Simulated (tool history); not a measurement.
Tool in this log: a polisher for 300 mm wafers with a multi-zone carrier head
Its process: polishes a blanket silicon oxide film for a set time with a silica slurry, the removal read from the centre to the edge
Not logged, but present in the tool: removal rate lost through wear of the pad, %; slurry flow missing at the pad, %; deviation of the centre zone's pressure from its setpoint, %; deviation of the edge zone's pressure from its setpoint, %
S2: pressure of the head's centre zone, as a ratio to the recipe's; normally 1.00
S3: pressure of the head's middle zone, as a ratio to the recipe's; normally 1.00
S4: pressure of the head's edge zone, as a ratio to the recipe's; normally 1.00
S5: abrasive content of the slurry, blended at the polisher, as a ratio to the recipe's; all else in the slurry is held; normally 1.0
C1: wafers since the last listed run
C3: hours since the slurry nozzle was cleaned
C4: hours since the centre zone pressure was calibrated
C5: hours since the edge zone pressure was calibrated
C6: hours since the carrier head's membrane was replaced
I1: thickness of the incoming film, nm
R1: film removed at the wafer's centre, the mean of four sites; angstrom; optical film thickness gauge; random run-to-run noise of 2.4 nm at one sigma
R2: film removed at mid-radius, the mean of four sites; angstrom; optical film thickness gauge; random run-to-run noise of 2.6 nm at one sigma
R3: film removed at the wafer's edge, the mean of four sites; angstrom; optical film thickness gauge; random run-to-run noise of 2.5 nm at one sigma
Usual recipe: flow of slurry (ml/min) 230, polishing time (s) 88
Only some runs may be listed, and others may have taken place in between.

run 1 hour=0.0 | flow_of_slurry_(ml/min)=280 S2=1.00 S3=1.00 S4=1.00 S5=1.0 polishing_time_(s)=108 | C1=0 wafers_polished_on_this_pad=226 C3=575.8 C4=952.6 C5=1268.9 C6=1045.3 | I1=1113.3 | R1=3163 R2=3104 R3=3085
run 2 hour=10.5 | flow_of_slurry_(ml/min)=230 S2=1.00 S3=1.00 S4=1.00 S5=1.1 polishing_time_(s)=88 | C1=100 wafers_polished_on_this_pad=327 C3=586.3 C4=963.1 C5=1279.4 C6=1055.8 | I1=1119.5 | R1=2661 R2=2617 R3=2615
run 3 hour=25.5 | flow_of_slurry_(ml/min)=230 S2=1.00 S3=1.00 S4=1.00 S5=1.1 polishing_time_(s)=88 | C1=143 wafers_polished_on_this_pad=471 C3=601.3 C4=978.1 C5=1294.4 C6=1070.8 | I1=1108.7 | R1=2607 R2=2605 R3=2639
run 4 hour=34.3 | flow_of_slurry_(ml/min)=230 S2=1.00 S3=1.00 S4=1.00 S5=1.1 polishing_time_(s)=88 | C1=84 wafers_polished_on_this_pad=555 C3=610.1 C4=986.9 C5=1303.2 C6=1079.6 | I1=1119.9 | R1=2620 R2=2584 R3=2610
run 5 hour=50.8 | flow_of_slurry_(ml/min)=230 S2=1.00 S3=1.00 S4=1.00 S5=1.0 polishing_time_(s)=88 | C1=158 wafers_polished_on_this_pad=713 C3=626.6 C4=1003.4 C5=1319.7 C6=1096.1 | I1=1106.2 | R1=2473 R2=2446 R3=2483
run 6 hour=67.2 | flow_of_slurry_(ml/min)=290 S2=1.00 S3=1.00 S4=1.00 S5=1.0 polishing_time_(s)=88 | C1=157 wafers_polished_on_this_pad=871 C3=643.0 C4=1019.8 C5=1336.1 C6=1112.5 | I1=1111.5 | R1=2556 R2=2559 R3=2526
-- hour=76.9 carrier head's membrane replaced by a new one
run 7 hour=77.4 | flow_of_slurry_(ml/min)=230 S2=1.00 S3=1.00 S4=1.00 S5=1.0 polishing_time_(s)=88 | C1=49 wafers_polished_on_this_pad=921 C3=653.2 C4=1030.0 C5=1346.3 C6=0.5 | I1=1129.5 | R1=2460 R2=2489 R3=2459
-- hour=81.6 worn pad replaced by a new one
run 8 hour=84.7 | flow_of_slurry_(ml/min)=230 S2=1.00 S3=1.00 S4=1.00 S5=1.0 polishing_time_(s)=88 | C1=31 wafers_polished_on_this_pad=29 C3=660.5 C4=1037.3 C5=1353.6 C6=7.8 | I1=1130.4 | R1=2474 R2=2406 R3=2476
run 9 hour=93.6 | flow_of_slurry_(ml/min)=230 S2=1.00 S3=1.00 S4=1.00 S5=1.0 polishing_time_(s)=88 | C1=85 wafers_polished_on_this_pad=114 C3=669.4 C4=1046.2 C5=1362.5 C6=16.7 | I1=1095.9 | R1=2452 R2=2444 R3=2493
run 10 hour=105.8 | flow_of_slurry_(ml/min)=210 S2=0.91 S3=0.95 S4=1.00 S5=1.0 polishing_time_(s)=88 | C1=116 wafers_polished_on_this_pad=231 C3=681.6 C4=1058.4 C5=1374.7 C6=28.9 | I1=1123.7 | R1=2310 R2=2354 R3=2419
run 11 hour=120.6 | flow_of_slurry_(ml/min)=150 S2=1.00 S3=1.00 S4=1.00 S5=1.3 polishing_time_(s)=88 | C1=141 wafers_polished_on_this_pad=373 C3=696.4 C4=1073.2 C5=1389.5 C6=43.7 | I1=1108.1 | R1=2614 R2=2637 R3=2677
run 12 hour=133.4 | flow_of_slurry_(ml/min)=230 S2=0.89 S3=1.00 S4=1.06 S5=1.0 polishing_time_(s)=75 | C1=122 wafers_polished_on_this_pad=496 C3=709.2 C4=1086.0 C5=1402.3 C6=56.5 | I1=1099.6 | R1=1946 R2=2095 R3=2157
-- hour=141.9 slurry nozzle cleaned
run 13 hour=147.3 | flow_of_slurry_(ml/min)=230 S2=1.05 S3=0.90 S4=1.00 S5=1.1 polishing_time_(s)=88 | C1=123 wafers_polished_on_this_pad=620 C3=5.4 C4=1099.9 C5=1416.2 C6=70.4 | I1=1136.3 | R1=2484 R2=2269 R3=2446
run 14 hour=178.0 | flow_of_slurry_(ml/min)=270 S2=1.00 S3=1.00 S4=0.89 S5=0.9 polishing_time_(s)=88 | C1=294 wafers_polished_on_this_pad=914 C3=36.1 C4=1130.6 C5=1446.9 C6=101.1 | I1=1122.2 | R1=2170 R2=2158 R3=2115
-- hour=183.0 edge zone pressure recalibrated
-- hour=190.5 worn pad replaced by a new one
run 15 hour=194.5 | flow_of_slurry_(ml/min)=230 S2=1.00 S3=1.00 S4=1.00 S5=1.0 polishing_time_(s)=88 | C1=100 wafers_polished_on_this_pad=38 C3=52.6 C4=1147.1 C5=11.5 C6=117.6 | I1=1114.6 | R1=2243 R2=2273 R3=2295
run 16 hour=204.2 | flow_of_slurry_(ml/min)=185 S2=1.00 S3=1.00 S4=1.00 S5=1.0 polishing_time_(s)=88 | C1=93 wafers_polished_on_this_pad=131 C3=62.3 C4=1156.8 C5=21.2 C6=127.3 | I1=1113.4 | R1=2132 R2=2099 R3=2266
-- hour=219.0 centre zone pressure recalibrated
-- hour=219.8 slurry nozzle cleaned, repeated, since the last time left the tool worse
run 17 hour=220.3 | flow_of_slurry_(ml/min)=230 S2=0.92 S3=1.04 S4=1.00 S5=1.1 polishing_time_(s)=72 | C1=127 wafers_polished_on_this_pad=259 C3=0.5 C4=1.3 C5=37.3 C6=143.4 | I1=1144.7 | R1=2082 R2=2259 R3=2191
run 18 hour=230.5 | flow_of_slurry_(ml/min)=230 S2=1.00 S3=1.00 S4=1.00 S5=1.0 polishing_time_(s)=88 | C1=97 wafers_polished_on_this_pad=356 C3=10.7 C4=11.5 C5=47.5 C6=153.6 | I1=1123.6 | R1=2541 R2=2518 R3=2492
run 19 hour=240.5 | flow_of_slurry_(ml/min)=305 S2=1.00 S3=1.00 S4=1.00 S5=1.2 polishing_time_(s)=110 | C1=95 wafers_polished_on_this_pad=452 C3=20.7 C4=21.5 C5=57.5 C6=163.6 | I1=1130.1 | R1=3710 R2=3621 R3=3609

Run 20 has not been measured yet. What should we expect?
run 20 hour=257.4 | flow_of_slurry_(ml/min)=230 S2=0.91 S3=0.94 S4=1.00 S5=1.0 polishing_time_(s)=88 | C1=162 wafers_polished_on_this_pad=614 C3=37.6 C4=38.4 C5=74.4 C6=180.5 | I1=1134.1 | R1=? R2=? R3=?

Run 20 gave R1 2411 angstrom, R2 2417 angstrom, R3 2529 angstrom.
Minus the tool's unlogged condition, the same run would have read R1 2421 angstrom, R2 2426 angstrom, R3 2535 angstrom.
